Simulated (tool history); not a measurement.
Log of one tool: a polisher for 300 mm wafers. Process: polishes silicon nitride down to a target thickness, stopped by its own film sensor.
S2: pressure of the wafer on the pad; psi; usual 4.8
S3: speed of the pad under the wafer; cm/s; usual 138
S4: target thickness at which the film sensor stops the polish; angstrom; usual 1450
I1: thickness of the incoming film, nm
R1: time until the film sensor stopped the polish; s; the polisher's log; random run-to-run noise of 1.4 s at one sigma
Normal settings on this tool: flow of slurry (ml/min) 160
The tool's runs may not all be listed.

run 1 hour=0.0 | flow_of_slurry_(ml/min)=160 S2=4.8 S3=124 S4=1450 | I1=403.6 | R1=96.9
run 2 hour=48.1 | flow_of_slurry_(ml/min)=160 S2=4.8 S3=138 S4=1450 | I1=407.1 | R1=92.2
-- hour=174.8 worn pad replaced by a new one
run 3 hour=200.5 | flow_of_slurry_(ml/min)=160 S2=4.8 S3=138 S4=1450 | I1=404.7 | R1=93.1
run 4 hour=226.9 | flow_of_slurry_(ml/min)=160 S2=4.8 S3=138 S4=1450 | I1=399.3 | R1=89.8
-- hour=245.9 head pressure recalibrated
run 5 hour=272.8 | flow_of_slurry_(ml/min)=160 S2=4.8 S3=138 S4=1450 | I1=404.4 | R1=93.9
run 6 hour=315.2 | flow_of_slurry_(ml/min)=160 S2=4.8 S3=138 S4=1450 | I1=394.8 | R1=92.5
run 7 hour=340.2 | flow_of_slurry_(ml/min)=160 S2=4.8 S3=138 S4=1450 | I1=399.1 | R1=92.3
run 8 hour=378.1 | flow_of_slurry_(ml/min)=160 S2=4.8 S3=112 S4=2110 | I1=401.2 | R1=80.5
run 9 hour=412.6 | flow_of_slurry_(ml/min)=160 S2=4.8 S3=112 S4=2110 | I1=400.5 | R1=80.6
-- hour=454.7 slurry nozzle cleaned
run 10 hour=466.2 | flow_of_slurry_(ml/min)=160 S2=4.8 S3=112 S4=2110 | I1=398.1 | R1=72.2
run 11 hour=505.0 | flow_of_slurry_(ml/min)=160 S2=5.3 S3=138 S4=1450 | I1=402.3 | R1=78.7
run 12 hour=531.2 | flow_of_slurry_(ml/min)=160 S2=4.8 S3=138 S4=1450 | I1=399.1 | R1=88.2
-- hour=593.4 worn pad replaced by a new one
run 13 hour=605.9 | flow_of_slurry_(ml/min)=160 S2=4.8 S3=138 S4=1450 | I1=398.3 | R1=90.3
run 14 hour=638.9 | flow_of_slurry_(ml/min)=160 S2=4.8 S3=138 S4=1450 | I1=402.7 | R1=89.2
run 15 hour=675.6 | flow_of_slurry_(ml/min)=160 S2=4.8 S3=138 S4=1450 | I1=398.0 | R1=88.2
run 16 hour=718.5 | flow_of_slurry_(ml/min)=160 S2=6.0 S3=160 S4=1450 | I1=401.2 | R1=65.0
run 17 hour=765.9 | flow_of_slurry_(ml/min)=160 S2=4.8 S3=138 S4=570 | I1=403.2 | R1=127.7
run 18 hour=801.7 | flow_of_slurry_(ml/min)=160 S2=3.6 S3=138 S4=1450 | I1=404.7 | R1=122.5
run 19 hour=832.9 | flow_of_slurry_(ml/min)=160 S2=4.8 S3=138 S4=1450 | I1=398.9 | R1=91.8
run 20 hour=893.6 | flow_of_slurry_(ml/min)=215 S2=4.8 S3=114 S4=1680 | I1=403.9 | R1=90.9
run 21 hour=946.8 | flow_of_slurry_(ml/min)=160 S2=4.8 S3=104 S4=1450 | I1=399.2 | R1=108.9
-- hour=993.7 worn pad replaced by a new one
-- hour=994.0 slurry nozzle cleaned
run 22 hour=1018.6 | flow_of_slurry_(ml/min)=160 S2=4.8 S3=184 S4=2050 | I1=397.0 | R1=56.9
run 23 hour=1047.7 | flow_of_slurry_(ml/min)=160 S2=3.9 S3=138 S4=1450 | I1=393.2 | R1=105.0
-- hour=1057.0 head pressure recalibrated
run 24 hour=1118.7 | flow_of_slurry_(ml/min)=105 S2=5.9 S3=138 S4=650 | I1=400.2 | R1=104.3
run 25 hour=1160.4 | flow_of_slurry_(ml/min)=140 S2=5.4 S3=116 S4=830 | I1=401.6 | R1=111.2
run 26 hour=1221.1 | flow_of_slurry_(ml/min)=160 S2=4.8 S3=138 S4=1450 | I1=401.5 | R1=92.4
run 27 hour=1270.5 | flow_of_slurry_(ml/min)=160 S2=4.8 S3=138 S4=1450 | I1=398.0 | R1=90.4
run 28 hour=1297.4 | flow_of_slurry_(ml/min)=160 S2=4.8 S3=138 S4=1810 | I1=401.2 | R1=79.3
run 29 hour=1331.1 | flow_of_slurry_(ml/min)=160 S2=4.8 S3=138 S4=1450 | I1=404.8 | R1=92.7
run 30 hour=1386.1 | flow_of_slurry_(ml/min)=160 S2=3.5 S3=180 S4=1450 | I1=394.3 | R1=107.9
-- hour=1407.1 worn pad replaced by a new one
-- hour=1415.8 slurry nozzle cleaned
run 31 hour=1439.0 | flow_of_slurry_(ml/min)=110 S2=4.2 S3=92 S4=2090 | I1=395.3 | R1=96.3
run 32 hour=1464.7 | flow_of_slurry_(ml/min)=160 S2=4.8 S3=150 S4=2050 | I1=401.9 | R1=66.7
run 33 hour=1501.9 | flow_of_slurry_(ml/min)=160 S2=4.8 S3=138 S4=930 | I1=407.8 | R1=110.3
run 34 hour=1526.9 | flow_of_slurry_(ml/min)=185 S2=4.8 S3=138 S4=1450 | I1=399.5 | R1=87.2
run 35 hour=1589.8 | flow_of_slurry_(ml/min)=135 S2=5.9 S3=138 S4=1850 | I1=395.7 | R1=65.8
run 36 hour=1635.9 | flow_of_slurry_(ml/min)=195 S2=6.1 S3=102 S4=1920 | I1=401.9 | R1=66.1
run 37 hour=1692.8 | flow_of_slurry_(ml/min)=135 S2=5.9 S3=138 S4=1850 | I1=397.6 | R1=65.7

For each run, the measured value with the value that run would have given without the tool's hidden condition subtracted. The run-to-run variation is shared by both, the gauge scatter possibly not:
The hidden state here: removal rate lost through wear of the pad, %; slurry flow missing at the pad, %; deviation of the head's pressure from its setpoint, %.
run=1 R1=+1.2
run=2 R1=+1.8
run=3 R1=+4.1
run=4 R1=+4.3
run=5 R1=+5.3
run=6 R1=+6.0
run=7 R1=+6.6
run=8 R1=+6.4
run=9 R1=+7.1
run=10 R1=+0.1
run=11 R1=+0.5
run=12 R1=+0.9
run=13 R1=+1.8
run=14 R1=+2.2
run=15 R1=+2.7
run=16 R1=+2.5
run=17 R1=+5.8
run=18 R1=+6.4
run=19 R1=+5.4
run=20 R1=+4.9
run=21 R1=+9.1
run=22 R1=+0.3
run=23 R1=+0.9
run=24 R1=+2.8
run=25 R1=+3.0
run=26 R1=+3.1
run=27 R1=+3.8
run=28 R1=+3.7
run=29 R1=+4.9
run=30 R1=+6.9
run=31 R1=+1.5
run=32 R1=+1.0
run=33 R1=+2.2
run=34 R1=+1.8
run=35 R1=+2.6
run=36 R1=+2.2
run=37 R1=+4.0
